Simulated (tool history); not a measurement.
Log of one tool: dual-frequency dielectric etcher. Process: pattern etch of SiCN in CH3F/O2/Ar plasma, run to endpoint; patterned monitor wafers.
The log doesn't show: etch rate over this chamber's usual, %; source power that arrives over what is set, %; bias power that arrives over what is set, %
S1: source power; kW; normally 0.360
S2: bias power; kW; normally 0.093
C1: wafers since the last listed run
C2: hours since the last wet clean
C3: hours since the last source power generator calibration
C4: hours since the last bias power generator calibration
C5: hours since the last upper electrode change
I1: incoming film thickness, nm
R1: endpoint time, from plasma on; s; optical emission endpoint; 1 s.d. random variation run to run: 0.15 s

run    hour     S1     S2    C1     C2      C3      C4      C5     I1    R1
  1     0.0  0.360  0.093     0  258.3  2113.0  2760.6  3113.0  10.32  25.3
  2    42.4  0.360  0.093   793  300.7  2155.4  2803.0  3155.4  10.27  25.0
  3    75.3  0.360  0.087   616  333.6  2188.3  2835.9  3188.3  10.32  26.3
      120.3  -- wet clean of the chamber
  4   135.1  0.360  0.093   670   14.8  2248.1  2895.7  3248.1  10.33  25.7
  5   187.3  0.420  0.093   977   67.0  2300.3  2947.9  3300.3  10.26  23.8
  6   249.3  0.420  0.093  1160  129.0  2362.3  3009.9  3362.3  10.26  23.9
  7   313.7  0.360  0.093  1205  193.4  2426.7  3074.3  3426.7  10.29  25.2
  8   359.2  0.360  0.093   851  238.9  2472.2  3119.8  3472.2  10.27  25.2
  9   409.1  0.360  0.093   934  288.8  2522.1  3169.7  3522.1  10.24  24.9
 10   447.9  0.360  0.102   726  327.6  2560.9  3208.5  3560.9  10.36  24.1
      477.2  -- wet clean of the chamber
 11   482.9  0.360  0.102   205    5.7  2595.9  3243.5  3595.9  10.30  24.6
 12   510.3  0.360  0.093   513   33.1  2623.3  3270.9  3623.3  10.33  25.6
      549.5  -- upper electrode replaced
 13   567.0  0.360  0.093   612   89.8  2680.0  3327.6    17.5  10.26  25.5
 14   614.6  0.400  0.102   891  137.4  2727.6  3375.2    65.1  10.28  23.0
 15   647.3  0.400  0.083   612  170.1  2760.3  3407.9    97.8  10.23  25.5
      702.6  -- source power generator calibrated
 16   715.9  0.320  0.079  1209  238.7    13.3  3476.5   166.4  10.33  29.2
      773.2  -- bias power generator calibrated
 17   783.8  0.360  0.093  1196  306.6    81.2    10.6   234.3  10.22  24.7
      843.7  -- wet clean of the chamber
 18   844.2  0.360  0.093   681    0.5   141.6    71.0   294.7  10.28  25.8
 19   909.5  0.410  0.106  1222   65.8   206.9   136.3   360.0  10.33  22.5
 20   979.7  0.270  0.109  1314  136.0   277.1   206.5   430.2  10.33  27.0
 21  1029.3  0.450  0.105   928  185.6   326.7   256.1   479.8  10.28  21.6
 22  1098.1  0.450  0.093  1288  254.4   395.5   324.9   548.6  10.21  22.7
 23  1125.0  0.360  0.093   503  281.3   422.4   351.8   575.5  10.30  25.1
 24  1172.6  0.410  0.099   891  328.9   470.0   399.4   623.1  10.24  22.7
 25  1243.6  0.360  0.072  1329  399.9   541.0   470.4   694.1  10.34  29.0
     1274.4  -- wet clean of the chamber
 26  1274.9  0.300  0.093   136    0.5   572.3   501.7   725.4  10.25  28.0

Below are 5 alternative next runs, each starting from the tool's condition after run 26. Predict each:
  A  1275.3  0.360  0.093   7  0.9  572.7  502.1  725.8  10.23   ?
  B  1275.3  0.440  0.076   7  0.9  572.7  502.1  725.8  10.23   ?
  C  1275.3  0.320  0.093   7  0.9  572.7  502.1  725.8  10.23   ?
  D  1275.3  0.270  0.093   7  0.9  572.7  502.1  725.8  10.23   ?
  E  1275.3  0.430  0.104   7  0.9  572.7  502.1  725.8  10.23   ?

run    R1
  A  25.5
  B  25.9
  C  27.0
  D  29.5
  E  22.1
Without the tool's hidden state the same runs would have given:
run    R1
  A  25.5
  B  25.8
  C  27.0
  D  29.5
  E  22.1
